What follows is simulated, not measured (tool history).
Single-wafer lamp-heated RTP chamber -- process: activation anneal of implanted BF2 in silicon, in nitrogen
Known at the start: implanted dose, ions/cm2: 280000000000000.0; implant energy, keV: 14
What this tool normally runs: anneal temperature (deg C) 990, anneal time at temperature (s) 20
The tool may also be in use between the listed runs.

run,hour,anneal temperature (deg C),anneal time at temperature (s),wafers since the last listed run,wafers since the last pyrometer calibration,wafers since the reflector plate was cleaned,hours since the gauge calibration,"read-back reference wafer on the same gauge, sheet resistance",sheet resistance of the implanted and annealed layer (ohm/square)
1,0,990,20,0,322,8662,184.3,511.95,441.51
2,16,990,20,202,525,8865,200.3,511.88,440.07
3,34.4,990,20,233,758,9098,218.7,512.01,438.94
4,61.3,990,20,341,1099,9439,245.6,512.08,439.48
5,74.5,1007,20,167,1267,9607,258.8,512.11,435.73
6,93.5,1007,20,240,1508,9848,277.8,511.69,434.68
7,127.8,990,20,435,1943,10283,312.1,512.05,438.09
8,142.7,990,20,188,2132,10472,327,512.07,438.16
# hour 160.9: pyrometer window cleaned and pyrometer calibrated
9,161.4,990,20,135,6,10607,345.7,512.21,441.45
# hour 171.7: gauge calibrated
10,183.7,1003,31,282,289,10890,12,511.91,430.92
11,212.3,990,20,362,651,11253,40.6,511.96,440.86
# hour 243.2: reflector plate cleaned
12,243.7,1009,16,296,948,5,72,512.06,436.6

What does the tool deliver on the next run?
13,263.9,978,12,256,1204,262,92.2,?,?

{"run 13": {"read-back reference wafer on the same gauge, sheet resistance": 512.02, "sheet resistance of the implanted and annealed layer (ohm/square)": 448.51}}
On a tool with no hidden condition, and with the same random variation, this run would have come out at sheet resistance of the implanted and annealed layer (ohm/square) 454.4.
